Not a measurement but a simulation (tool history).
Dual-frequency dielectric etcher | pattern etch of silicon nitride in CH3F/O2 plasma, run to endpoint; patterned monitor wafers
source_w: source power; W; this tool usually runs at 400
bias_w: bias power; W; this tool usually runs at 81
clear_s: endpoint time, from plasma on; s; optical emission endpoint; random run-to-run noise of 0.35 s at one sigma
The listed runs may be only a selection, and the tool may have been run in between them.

run	hour	source_w	bias_w	incoming incoming film thickness, nm	clear_s
1	0.0	450	77	72.7	71.8
2	83.5	450	77	72.9	72.2
3	182.4	400	81	73.7	76.6
# hour 330.7: upper electrode replaced
4	338.1	460	81	73.1	72.3
5	395.2	460	81	73.8	73.9
# hour 492.8: wet clean of the chamber
6	493.3	460	81	72.4	69.8
7	543.6	400	81	73.3	74.5
8	596.0	330	88	72.9	79.4
# hour 665.3: bias power generator calibrated
9	692.9	310	88	73.6	82.9
# hour 714.6: source power generator calibrated
10	775.4	440	71	73.2	76.6
11	828.1	310	70	72.6	88.1
12	908.4	300	99	73.3	83.1
13	1001.0	400	81	73.8	78.7
14	1092.0	360	87	72.9	81.4

Forecast each of these 3 alternatives for the next run:
A	1092.5	440	81	73.2	?
B	1092.5	360	81	73.2	?
C	1092.5	440	73	73.2	?

run	clear_s
A	75.5
B	81.9
C	77.5
With the hidden condition removed and each run's random variation left untouched, the same runs would have given:
run	clear_s
A	71.3
B	77.3
C	73.2

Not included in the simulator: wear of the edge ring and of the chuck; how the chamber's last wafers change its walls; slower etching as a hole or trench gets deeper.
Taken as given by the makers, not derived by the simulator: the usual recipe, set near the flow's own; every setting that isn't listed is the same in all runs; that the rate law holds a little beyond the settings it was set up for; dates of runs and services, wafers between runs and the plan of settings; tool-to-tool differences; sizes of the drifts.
